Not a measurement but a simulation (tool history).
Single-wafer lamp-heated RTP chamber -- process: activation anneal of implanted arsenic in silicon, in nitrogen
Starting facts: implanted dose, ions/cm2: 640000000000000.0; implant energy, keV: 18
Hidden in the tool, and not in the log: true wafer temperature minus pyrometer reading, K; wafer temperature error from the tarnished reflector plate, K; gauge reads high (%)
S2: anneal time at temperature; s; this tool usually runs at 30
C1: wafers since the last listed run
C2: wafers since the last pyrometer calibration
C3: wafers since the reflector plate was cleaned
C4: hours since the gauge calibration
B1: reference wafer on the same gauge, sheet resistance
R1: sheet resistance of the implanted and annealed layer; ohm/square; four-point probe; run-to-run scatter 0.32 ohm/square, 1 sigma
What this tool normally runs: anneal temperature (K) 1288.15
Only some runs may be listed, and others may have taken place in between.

Run 1, hour 0.0: usual settings; C1 0; C2 411; C3 7250; C4 243.4; B1 151.98. Result: R1 150.60 ohm/square.
Run 2, hour 33.0: usual settings; C1 351; C2 763; C3 7602; C4 276.4; B1 152.08. Result: R1 149.85 ohm/square.
Run 3, hour 65.9: usual settings; C1 350; C2 1114; C3 7953; C4 309.3; B1 151.94. Result: R1 149.72 ohm/square.
Run 4, hour 95.3: usual settings; C1 313; C2 1427; C3 8266; C4 338.7; B1 152.00. Result: R1 149.50 ohm/square.
Run 5, hour 122.8: usual settings but S2 17 s; C1 293; C2 1720; C3 8559; C4 366.2; B1 151.99. Result: R1 154.57 ohm/square.
At hour 141.5: reflector plate cleaned.
Run 6, hour 146.3: usual settings but anneal temperature (K) 1309.15; C1 165; C2 1885; C3 50; C4 389.7; B1 151.98. Result: R1 146.28 ohm/square.
Run 7, hour 165.7: usual settings; C1 206; C2 2092; C3 257; C4 409.1; B1 152.00. Result: R1 150.69 ohm/square.
Run 8, hour 187.1: usual settings; C1 228; C2 2320; C3 485; C4 430.5; B1 152.05. Result: R1 150.47 ohm/square.
Run 9, hour 213.1: usual settings; C1 277; C2 2597; C3 762; C4 456.5; B1 152.00. Result: R1 150.28 ohm/square.
Run 10, hour 233.9: usual settings but S2 37 s; C1 221; C2 2819; C3 984; C4 477.3; B1 151.93. Result: R1 149.01 ohm/square.
Run 11, hour 259.1: usual settings but S2 37 s; C1 268; C2 3088; C3 1253; C4 502.5; B1 151.94. Result: R1 147.82 ohm/square.
Run 12, hour 293.0: usual settings but S2 37 s; C1 361; C2 3449; C3 1614; C4 536.4; B1 151.94. Result: R1 147.59 ohm/square.
Run 13, hour 314.9: usual settings; C1 233; C2 3683; C3 1848; C4 558.3; B1 152.01. Result: R1 149.39 ohm/square.
At hour 330.2: pyrometer window cleaned and pyrometer calibrated.
Run 14, hour 350.1: usual settings; C1 289; C2 212; C3 2138; C4 593.5; B1 152.03. Result: R1 152.16 ohm/square.
Run 15, hour 374.6: usual settings; C1 261; C2 473; C3 2399; C4 618.0; B1 152.00. Result: R1 151.33 ohm/square.
Run 16, hour 395.6: usual settings but anneal temperature (K) 1277.15; C1 223; C2 697; C3 2623; C4 639.0; B1 151.99. Result: R1 153.26 ohm/square.
Run 17, hour 410.9: usual settings but anneal temperature (K) 1317.15, S2 42 s; C1 163; C2 860; C3 2786; C4 654.3; B1 151.99. Result: R1 142.29 ohm/square.
At hour 429.1: gauge calibrated.
Run 18, hour 432.3: usual settings but anneal temperature (K) 1277.15; C1 228; C2 1088; C3 3014; C4 3.2; B1 152.03. Result: R1 153.28 ohm/square.
Run 19, hour 458.9: usual settings; C1 283; C2 1372; C3 3297; C4 29.8; B1 151.92. Result: R1 151.17 ohm/square.
Run 20, hour 473.8: usual settings but anneal temperature (K) 1269.15, S2 43 s; C1 158; C2 1531; C3 3456; C4 44.7; B1 152.02. Result: R1 151.64 ohm/square.
Run 21, hour 490.9: usual settings but S2 38 s; C1 182; C2 1713; C3 3639; C4 61.8; B1 151.97. Result: R1 148.27 ohm/square.
Run 22, hour 506.5: usual settings; C1 166; C2 1879; C3 3805; C4 77.4; B1 152.08. Result: R1 151.03 ohm/square.
Run 23, hour 538.9: usual settings; C1 345; C2 2225; C3 4150; C4 109.8; B1 152.02. Result: R1 150.00 ohm/square.
Run 24, hour 557.0: usual settings but anneal temperature (K) 1269.15, S2 15 s; C1 192; C2 2418; C3 4343; C4 127.9; B1 152.05. Result: R1 159.17 ohm/square.
Run 25, hour 575.5: usual settings; C1 197; C2 2615; C3 4540; C4 146.4; B1 151.98. Result: R1 149.91 ohm/square.
Run 26, hour 591.4: usual settings; C1 169; C2 2785; C3 4710; C4 162.3; B1 151.92. Result: R1 149.97 ohm/square.
Run 27, hour 614.0: usual settings but S2 14 s; C1 240; C2 3026; C3 4951; C4 184.9; B1 152.04. Result: R1 156.08 ohm/square.
Run 28, hour 645.8: usual settings but anneal temperature (K) 1275.15, S2 13 s; C1 339; C2 3365; C3 5290; C4 216.7; B1 152.00. Result: R1 158.91 ohm/square.
Run 29, hour 661.9: usual settings but anneal temperature (K) 1278.15, S2 45 s; C1 171; C2 3536; C3 5462; C4 232.8; B1 152.03. Result: R1 148.06 ohm/square.
At hour 689.5: pyrometer window cleaned and pyrometer calibrated.
Run 30, hour 690.0: usual settings but S2 35 s; C1 214; C2 5; C3 5676; C4 260.9; B1 152.07. Result: R1 150.70 ohm/square.
Run 31, hour 700.6: usual settings but anneal temperature (K) 1262.15; C1 113; C2 118; C3 5789; C4 271.5; B1 151.93. Result: R1 156.86 ohm/square.
Run 32, hour 722.4: usual settings; C1 232; C2 350; C3 6021; C4 293.3; B1 151.94. Result: R1 151.19 ohm/square.
Run 33, hour 738.8: usual settings but anneal temperature (K) 1277.15, S2 21 s; C1 174; C2 525; C3 6196; C4 309.7; B1 152.02. Result: R1 156.53 ohm/square.
Run 34, hour 773.1: usual settings but anneal temperature (K) 1273.15, S2 23 s; C1 365; C2 891; C3 6562; C4 344.0; B1 152.04. Result: R1 155.96 ohm/square.
Run 35, hour 794.9: usual settings but S2 13 s; C1 232; C2 1123; C3 6794; C4 365.8; B1 152.00. Result: R1 157.22 ohm/square.
Run 36, hour 826.3: usual settings but anneal temperature (K) 1297.15; C1 334; C2 1458; C3 7129; C4 397.2; B1 151.98. Result: R1 148.12 ohm/square.
Run 37, hour 856.9: usual settings but anneal temperature (K) 1313.15, S2 23 s; C1 326; C2 1784; C3 7455; C4 427.8; B1 152.06. Result: R1 146.98 ohm/square.

What differs in the tool's unlogged condition from the final listed run ahead of each entry between runs to the first listed run following it?
After run 5, before run 6: reflector plate cleaned (hour 141.5)
  true wafer temperature minus pyrometer reading, K: 12.3 -> 12.9; wafer temperature error from the tarnished reflector plate, K: 8.11 -> 0.819
  the result without the hidden state subtracted from the measured one, R1: -3.72 -> -2.75 ohm/square
After run 13, before run 14: pyrometer window cleaned and pyrometer calibrated (hour 330.2)
  true wafer temperature minus pyrometer reading, K: 15.2 -> 2.62; wafer temperature error from the tarnished reflector plate, K: 2.38 -> 2.71
  the result without the hidden state subtracted from the measured one, R1: -3.49 -> -1.05 ohm/square
After run 17, before run 18: gauge calibrated (hour 429.1)
  true wafer temperature minus pyrometer reading, K: 6.57 -> 7.59; wafer temperature error from the tarnished reflector plate, K: 3.27 -> 3.47
  the result without the hidden state subtracted from the measured one, R1: -1.99 -> -2.18 ohm/square
After run 29, before run 30: pyrometer window cleaned and pyrometer calibrated (hour 689.5)
  true wafer temperature minus pyrometer reading, K: 12.4 -> 0.339; wafer temperature error from the tarnished reflector plate, K: 5.6 -> 5.86
  the result without the hidden state subtracted from the measured one, R1: -3.76 -> -1.26 ohm/square
